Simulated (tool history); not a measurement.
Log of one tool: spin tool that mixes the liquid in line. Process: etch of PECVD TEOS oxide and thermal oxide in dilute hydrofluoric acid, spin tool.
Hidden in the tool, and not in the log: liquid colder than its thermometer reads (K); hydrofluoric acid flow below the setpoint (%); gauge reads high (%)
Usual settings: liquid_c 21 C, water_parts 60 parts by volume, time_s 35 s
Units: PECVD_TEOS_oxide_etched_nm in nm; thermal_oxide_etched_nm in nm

| run | hour | liquid_c | water_parts | time_s | wafers since the last listed run | hours since the thermometer was replaced | hours since the hydrofluoric acid flow meter was replaced | hours since the gauge calibration | read-back film thickness of the PECVD TEOS oxide reference wafer, read on the same gauge (nm) | read-back film thickness of the thermal oxide reference wafer, read on the same gauge (nm) | PECVD_TEOS_oxide_etched_nm | thermal_oxide_etched_nm |
|---|---|---|---|---|---|---|---|---|---|---|---|---|
| 1 | 0 | 21 | 75 | 35 | 0 | 1232.9 | 1891.8 | 51.6 | 150.05 | 90.011 | 6.67 | 1.78 |
| 2 | 13.7 | 21 | 60 | 35 | 208 | 1246.6 | 1905.5 | 65.3 | 150.04 | 89.981 | 8.49 | 2.271 |
| 3 | 21.9 | 21 | 60 | 35 | 124 | 1254.8 | 1913.7 | 73.5 | 150.01 | 89.98 | 8.5 | 2.236 |
| 4 | 30.2 | 21 | 60 | 35 | 126 | 1263.1 | 1922 | 81.8 | 149.99 | 90.012 | 8.45 | 2.214 |
| 5 | 45.6 | 23 | 45 | 35 | 234 | 1278.5 | 1937.4 | 97.2 | 150 | 90.04 | 12.51 | 3.269 |
| 6 | 57.7 | 23 | 45 | 35 | 184 | 1290.6 | 1949.5 | 109.3 | 149.98 | 89.976 | 12.55 | 3.304 |
| 7 | 68.6 | 23 | 45 | 35 | 165 | 1301.5 | 1960.4 | 120.2 | 150 | 89.956 | 12.48 | 3.292 |
|  | 73.6 | gauge calibrated |
| 8 | 81.4 | 21 | 60 | 35 | 194 | 1314.3 | 1973.2 | 7.8 | 150.05 | 90.013 | 8.39 | 2.253 |
|  | 86.7 | thermometer replaced |
| 9 | 90.6 | 21 | 60 | 35 | 124 | 3.9 | 1982.4 | 17 | 149.94 | 89.987 | 9.13 | 2.432 |
| 10 | 105.4 | 17 | 50 | 25 | 225 | 18.7 | 1997.2 | 31.8 | 149.97 | 89.99 | 6.68 | 1.769 |
| 11 | 119.1 | 21 | 40 | 35 | 208 | 32.4 | 2010.9 | 45.5 | 150.02 | 90.009 | 14.05 | 3.778 |
| 12 | 127.1 | 19 | 60 | 55 | 121 | 40.4 | 2018.9 | 53.5 | 150 | 89.984 | 13.14 | 3.438 |
| 13 | 144.8 | 17 | 45 | 45 | 269 | 58.1 | 2036.6 | 71.2 | 150.02 | 90.02 | 13.34 | 3.503 |
|  | 153.2 | hydrofluoric acid flow meter replaced |
| 14 | 153.7 | 21 | 50 | 45 | 120 | 67 | 0.5 | 80.1 | 150.03 | 89.996 | 16.27 | 4.265 |
|  | 185.9 | gauge calibrated |
| 15 | 190.5 | 21 | 60 | 35 | 560 | 103.8 | 37.3 | 4.6 | 150 | 90.012 | 10.46 | 2.791 |
| 16 | 198.2 | 17 | 75 | 20 | 117 | 111.5 | 45 | 12.3 | 150 | 90.031 | 3.95 | 1.031 |

The tool's hidden state at each run:
gauge reads high (%): 0 in every run
H1: liquid colder than its thermometer reads (K)
H2: hydrofluoric acid flow below the setpoint (%)
| run | H1 | H2 |
|---|---|---|
| 1 | 2.41 | 12.2 |
| 2 | 2.44 | 12.2 |
| 3 | 2.45 | 12.3 |
| 4 | 2.47 | 12.3 |
| 5 | 2.5 | 12.4 |
| 6 | 2.52 | 12.5 |
| 7 | 2.54 | 12.6 |
| 8 | 2.56 | 12.6 |
| 9 | 0.505 | 12.7 |
| 10 | 0.531 | 12.8 |
| 11 | 0.556 | 12.8 |
| 12 | 0.571 | 12.9 |
| 13 | 0.603 | 13 |
| 14 | 0.619 | 0.496 |
| 15 | 0.685 | 0.71 |
| 16 | 0.699 | 0.755 |
